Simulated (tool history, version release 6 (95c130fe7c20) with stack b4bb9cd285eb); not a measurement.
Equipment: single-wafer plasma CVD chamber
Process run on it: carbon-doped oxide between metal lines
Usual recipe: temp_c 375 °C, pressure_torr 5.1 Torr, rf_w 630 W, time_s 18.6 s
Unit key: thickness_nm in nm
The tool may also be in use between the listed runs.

run,hour,temp_c,pressure_torr,rf_w,time_s,wafers since the last listed run,hours since the last thermocouple change,hours since the last RF generator calibration,hours since the last manometer calibration,hours since the showerhead was replaced,hours since the gauge calibration,"read-back reference wafer on the same gauge, thickness_nm",thickness_nm
1,0,375,5.1,630,18.6,0,978.4,2289,2610.3,2817.4,327.8,104.317,84.999
2,32,375,5.1,630,18.6,626,1010.4,2321,2642.3,2849.4,359.8,104.255,85.429
3,48.9,375,5.1,630,18.6,330,1027.3,2337.9,2659.2,2866.3,376.7,104.351,85.316
4,77.7,375,5.1,630,20.8,563,1056.1,2366.7,2688,2895.1,405.5,104.294,94.785
5,93.2,375,5.1,630,20.8,303,1071.6,2382.2,2703.5,2910.6,421,104.173,94.597
6,114.1,375,5.1,630,18.6,409,1092.5,2403.1,2724.4,2931.5,441.9,104.283,85.038
7,134.5,375,5.1,630,18.6,399,1112.9,2423.5,2744.8,2951.9,462.3,104.29,85.165
8,167.2,375,5.1,630,18.6,639,1145.6,2456.2,2777.5,2984.6,495,104.278,85.433
9,203,375,5.1,630,18.6,700,1181.4,2492,2813.3,3020.4,530.8,104.213,85.188
# hour 220.3: gauge calibrated
10,222.9,364,5.1,630,18.6,389,1201.3,2511.9,2833.2,3040.3,2.6,104.288,87.023
# hour 243: capacitance manometer re-zeroed and calibrated
11,245.8,387,5.49,675,15.6,291,1224.2,2534.8,2.8,3063.2,25.5,104.209,74.464

Run 12 is up next; what results do you expect?
12,268.3,375,5.1,630,18.6,440,1246.7,2557.3,25.3,3085.7,48,?,?

For run 12 the tool returned read-back reference wafer on the same gauge, thickness_nm 104.299, thickness_nm 85.284 nm.
With the hidden condition absent and the run-to-run variation left alone, this run would have shown thickness_nm 90.279 nm.

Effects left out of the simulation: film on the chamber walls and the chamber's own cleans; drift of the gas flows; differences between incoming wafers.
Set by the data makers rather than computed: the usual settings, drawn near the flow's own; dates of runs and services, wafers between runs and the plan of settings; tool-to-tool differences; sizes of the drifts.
